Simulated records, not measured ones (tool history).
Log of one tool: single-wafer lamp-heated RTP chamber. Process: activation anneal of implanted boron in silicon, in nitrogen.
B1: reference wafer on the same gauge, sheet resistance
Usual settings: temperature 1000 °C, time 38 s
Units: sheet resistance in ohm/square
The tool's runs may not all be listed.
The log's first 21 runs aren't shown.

run 22 hour=679.6 | temperature=989 time=46 | B1=498.59 | sheet_resistance=541.6
run 23 hour=703.6 | temperature=1012 time=20 | B1=498.58 | sheet_resistance=539.28
run 24 hour=720.2 | temperature=973 time=61 | B1=498.59 | sheet_resistance=546.51
run 25 hour=733.5 | temperature=1000 time=38 | B1=498.43 | sheet_resistance=537
run 26 hour=777.9 | temperature=1000 time=38 | B1=498.23 | sheet_resistance=537.22
run 27 hour=804 | temperature=1000 time=38 | B1=498.32 | sheet_resistance=538.8
run 28 hour=833.8 | temperature=1000 time=32 | B1=497.98 | sheet_resistance=538.44
-- hour=850 reflector plate cleaned
run 29 hour=867.1 | temperature=1000 time=38 | B1=497.77 | sheet_resistance=539.28
run 30 hour=900.3 | temperature=1000 time=20 | B1=497.63 | sheet_resistance=539.62
run 31 hour=917.7 | temperature=974 time=46 | B1=497.62 | sheet_resistance=544.96
run 32 hour=944.5 | temperature=1000 time=38 | B1=497.47 | sheet_resistance=538.34
run 33 hour=968.5 | temperature=1019 time=48 | B1=497.36 | sheet_resistance=534.42
run 34 hour=1002.2 | temperature=975 time=50 | B1=497.29 | sheet_resistance=543.3
run 35 hour=1031 | temperature=1006 time=38 | B1=497.08 | sheet_resistance=536.25
run 36 hour=1056.4 | temperature=1012 time=47 | B1=497.11 | sheet_resistance=536.05
-- hour=1092.6 pyrometer window cleaned and pyrometer calibrated
run 37 hour=1093.1 | temperature=1000 time=38 | B1=496.9 | sheet_resistance=536.66

4 ways to go on from here, each from the tool as it stands after run 37. What would each give?
run A hour=1093.5 | temperature=1000 time=38 | B1=? | sheet_resistance=?
run B hour=1093.5 | temperature=1021 time=45 | B1=? | sheet_resistance=?
run C hour=1093.5 | temperature=1028 time=19 | B1=? | sheet_resistance=?
run D hour=1093.5 | temperature=987 time=30 | B1=? | sheet_resistance=?

run=A B1=496.89 sheet_resistance=537.08
run=B B1=496.89 sheet_resistance=534.75
run=C B1=496.89 sheet_resistance=536.53
run=D B1=496.89 sheet_resistance=541.02
Without the tool's hidden state the same runs would have given:
run=A sheet_resistance=540.43
run=B sheet_resistance=538.09
run=C sheet_resistance=539.88
run=D sheet_resistance=544.39

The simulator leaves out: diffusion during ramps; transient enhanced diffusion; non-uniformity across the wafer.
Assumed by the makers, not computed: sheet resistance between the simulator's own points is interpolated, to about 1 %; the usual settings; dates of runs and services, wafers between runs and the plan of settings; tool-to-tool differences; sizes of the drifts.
